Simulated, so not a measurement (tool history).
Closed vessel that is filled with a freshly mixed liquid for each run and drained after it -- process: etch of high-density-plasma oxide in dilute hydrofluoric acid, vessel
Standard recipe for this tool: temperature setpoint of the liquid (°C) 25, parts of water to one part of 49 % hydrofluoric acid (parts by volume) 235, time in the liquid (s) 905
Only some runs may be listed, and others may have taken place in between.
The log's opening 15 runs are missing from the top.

run,hour,temperature setpoint of the liquid (°C),parts of water to one part of 49 % hydrofluoric acid (parts by volume),time in the liquid (s),"read-back film thickness of the high-density-plasma oxide reference wafer, read on the same gauge (nm)",thickness taken off the high-density-plasma oxide on a monitor wafer (nm)
16,1204,25,235,905,90,25.07
17,1257.3,25,175,1040,89.99,42.09
18,1336.8,22,235,905,90.01,22.77
19,1411.9,28.5,140,1255,90.03,74.96
# hour 1448.6: thermometer replaced
20,1511.6,25,200,450,90.03,15.08
21,1551.3,28.5,115,455,89.98,32.92
# hour 1575.7: hydrofluoric acid flow meter replaced
22,1620.8,21.5,235,660,89.98,15.68
23,1715.8,25,235,905,89.96,24.87
24,1816.2,21,235,730,90.03,17.24
25,1971.2,25,235,905,90.01,25.03
26,2017.4,27.5,350,905,89.96,15.98
27,2056.8,25,310,905,90.02,17.9
28,2119.3,21.5,290,390,89.99,7.48
29,2183.8,25,340,1415,89.99,24.51
30,2221.8,28.5,115,1045,90.03,77.54
# hour 2290: thermometer replaced
31,2313.9,25,235,760,89.98,20.51

Below are 4 alternative next runs, each starting from the tool's condition after run 31. Predict each:
A,2314.8,25,235,730,?,?
B,2314.8,23.5,235,1075,?,?
C,2314.8,26.5,205,905,?,?
D,2314.8,25,280,595,?,?

run,"read-back film thickness of the high-density-plasma oxide reference wafer, read on the same gauge (nm)",thickness taken off the high-density-plasma oxide on a monitor wafer (nm)
A,90,19.91
B,90,27.77
C,90,30.84
D,90,12.99
Without the tool's unlogged condition, the same runs would have read:
run,thickness taken off the high-density-plasma oxide on a monitor wafer (nm)
A,19.75
B,27.55
C,30.6
D,12.9
